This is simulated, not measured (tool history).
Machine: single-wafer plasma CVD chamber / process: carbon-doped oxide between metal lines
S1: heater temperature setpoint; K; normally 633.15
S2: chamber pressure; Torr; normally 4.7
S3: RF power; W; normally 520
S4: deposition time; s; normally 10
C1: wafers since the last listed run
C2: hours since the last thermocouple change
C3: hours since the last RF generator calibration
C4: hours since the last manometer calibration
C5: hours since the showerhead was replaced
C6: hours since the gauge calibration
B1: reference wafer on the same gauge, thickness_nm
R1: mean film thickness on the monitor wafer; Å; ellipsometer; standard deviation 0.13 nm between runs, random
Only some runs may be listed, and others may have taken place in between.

run 1 hour=0 | S1=633.15 S2=4.7 S3=520 S4=10 | C1=0 C2=1352.7 C3=1402.1 C4=432.2 C5=4761.5 C6=349.6 | B1=61.459 | R1=512.81
run 2 hour=70.9 | S1=633.15 S2=4.7 S3=520 S4=10 | C1=2184 C2=1423.6 C3=1473 C4=503.1 C5=4832.4 C6=420.5 | B1=61.452 | R1=512.58
run 3 hour=122.6 | S1=633.15 S2=4.7 S3=520 S4=10 | C1=1592 C2=1475.3 C3=1524.7 C4=554.8 C5=4884.1 C6=472.2 | B1=61.532 | R1=510.47
run 4 hour=187.7 | S1=628.15 S2=4.7 S3=520 S4=10 | C1=2005 C2=1540.4 C3=1589.8 C4=619.9 C5=4949.2 C6=537.3 | B1=61.585 | R1=516.47
run 5 hour=218.2 | S1=628.15 S2=4.7 S3=520 S4=10 | C1=939 C2=1570.9 C3=1620.3 C4=650.4 C5=4979.7 C6=567.8 | B1=61.491 | R1=517.85
run 6 hour=282.9 | S1=633.15 S2=4.7 S3=520 S4=8.6 | C1=1993 C2=1635.6 C3=1685 C4=715.1 C5=5044.4 C6=632.5 | B1=61.433 | R1=439.64
run 7 hour=331.7 | S1=633.15 S2=4.7 S3=520 S4=8.6 | C1=1503 C2=1684.4 C3=1733.8 C4=763.9 C5=5093.2 C6=681.3 | B1=61.511 | R1=440.58
run 8 hour=365.7 | S1=633.15 S2=4.7 S3=520 S4=8.6 | C1=1047 C2=1718.4 C3=1767.8 C4=797.9 C5=5127.2 C6=715.3 | B1=61.545 | R1=440.28
run 9 hour=396.2 | S1=633.15 S2=4.38 S3=520 S4=11 | C1=939 C2=1748.9 C3=1798.3 C4=828.4 C5=5157.7 C6=745.8 | B1=61.481 | R1=554.03
run 10 hour=429.5 | S1=625.15 S2=4.7 S3=520 S4=9.2 | C1=1025 C2=1782.2 C3=1831.6 C4=861.7 C5=5191 C6=779.1 | B1=61.56 | R1=478.35
-- hour=445.3 showerhead replaced
-- hour=460.9 gauge calibrated
run 11 hour=489.7 | S1=633.15 S2=4.7 S3=600 S4=10 | C1=1608 C2=1842.4 C3=1891.8 C4=921.9 C5=44.4 C6=28.8 | B1=61.513 | R1=542.21
run 12 hour=543.4 | S1=633.15 S2=4.7 S3=520 S4=10 | C1=1654 C2=1896.1 C3=1945.5 C4=975.6 C5=98.1 C6=82.5 | B1=61.433 | R1=508.43
-- hour=558.5 capacitance manometer re-zeroed and calibrated
run 13 hour=577.3 | S1=633.15 S2=4.7 S3=460 S4=10 | C1=797 C2=1930 C3=1979.4 C4=18.8 C5=132 C6=116.4 | B1=61.44 | R1=485.51
run 14 hour=633.5 | S1=637.15 S2=3.97 S3=520 S4=10.7 | C1=1731 C2=1986.2 C3=2035.6 C4=75 C5=188.2 C6=172.6 | B1=61.481 | R1=523.56
-- hour=685.8 RF generator calibrated
run 15 hour=703.7 | S1=633.15 S2=4.7 S3=520 S4=10 | C1=1916 C2=2056.4 C3=17.9 C4=145.2 C5=258.4 C6=242.8 | B1=61.517 | R1=498
run 16 hour=741.6 | S1=633.15 S2=5.67 S3=520 S4=10.7 | C1=1167 C2=2094.3 C3=55.8 C4=183.1 C5=296.3 C6=280.7 | B1=61.503 | R1=550.67
run 17 hour=799.7 | S1=633.15 S2=5.39 S3=520 S4=10 | C1=1790 C2=2152.4 C3=113.9 C4=241.2 C5=354.4 C6=338.8 | B1=61.513 | R1=509.6
-- hour=829.2 thermocouple changed; heater temperature recalibrated
run 18 hour=829.7 | S1=633.15 S2=4.7 S3=520 S4=10 | C1=677 C2=0.5 C3=143.9 C4=271.2 C5=384.4 C6=368.8 | B1=61.486 | R1=497.85
run 19 hour=859.8 | S1=646.15 S2=3.81 S3=590 S4=10.9 | C1=927 C2=30.6 C3=174 C4=301.3 C5=414.5 C6=398.9 | B1=61.44 | R1=536.19
run 20 hour=929.3 | S1=619.15 S2=4.7 S3=420 S4=10 | C1=2141 C2=100.1 C3=243.5 C4=370.8 C5=484 C6=468.4 | B1=61.487 | R1=467.35
-- hour=968.7 RF generator calibrated, repeated, since the last time left the tool worse
run 21 hour=969.2 | S1=633.15 S2=5.56 S3=520 S4=10 | C1=982 C2=140 C3=0.5 C4=410.7 C5=523.9 C6=508.3 | B1=61.48 | R1=533.87
run 22 hour=997.2 | S1=633.15 S2=4.7 S3=520 S4=10 | C1=862 C2=168 C3=28.5 C4=438.7 C5=551.9 C6=536.3 | B1=61.536 | R1=519.94
run 23 hour=1058.3 | S1=633.15 S2=4.7 S3=520 S4=10 | C1=1882 C2=229.1 C3=89.6 C4=499.8 C5=613 C6=597.4 | B1=61.558 | R1=517.28
run 24 hour=1104.9 | S1=621.15 S2=4.7 S3=520 S4=10 | C1=1435 C2=275.7 C3=136.2 C4=546.4 C5=659.6 C6=644 | B1=61.504 | R1=532.8
run 25 hour=1275.9 | S1=633.15 S2=5.39 S3=520 S4=10 | C1=5268 C2=446.7 C3=307.2 C4=717.4 C5=830.6 C6=815 | B1=61.501 | R1=530.4
run 26 hour=1347.3 | S1=633.15 S2=5.53 S3=575 S4=10 | C1=2199 C2=518.1 C3=378.6 C4=788.8 C5=902 C6=886.4 | B1=61.557 | R1=553.46
-- hour=1379.7 gauge calibrated
run 27 hour=1398.9 | S1=633.15 S2=4.32 S3=520 S4=8.2 | C1=1589 C2=569.7 C3=430.2 C4=840.4 C5=953.6 C6=19.2 | B1=61.512 | R1=419.02

Each row is a separate what-if for the run after 27, all from the same tool condition, not one after another. Results?
run A hour=1399.3 | S1=642.15 S2=4.7 S3=520 S4=10 | C1=12 C2=570.1 C3=430.6 C4=840.8 C5=954 C6=19.6 | B1=? | R1=?
run B hour=1399.3 | S1=639.15 S2=4.7 S3=455 S4=10.9 | C1=12 C2=570.1 C3=430.6 C4=840.8 C5=954 C6=19.6 | B1=? | R1=?
run C hour=1399.3 | S1=618.15 S2=3.99 S3=565 S4=11 | C1=12 C2=570.1 C3=430.6 C4=840.8 C5=954 C6=19.6 | B1=? | R1=?

run=A B1=61.442 R1=505.97
run=B B1=61.442 R1=525.25
run=C B1=61.442 R1=593.21
Had the tool no hidden state, the same runs would have come out as:
run=A R1=509.26
run=B R1=528.72
run=C R1=597.06
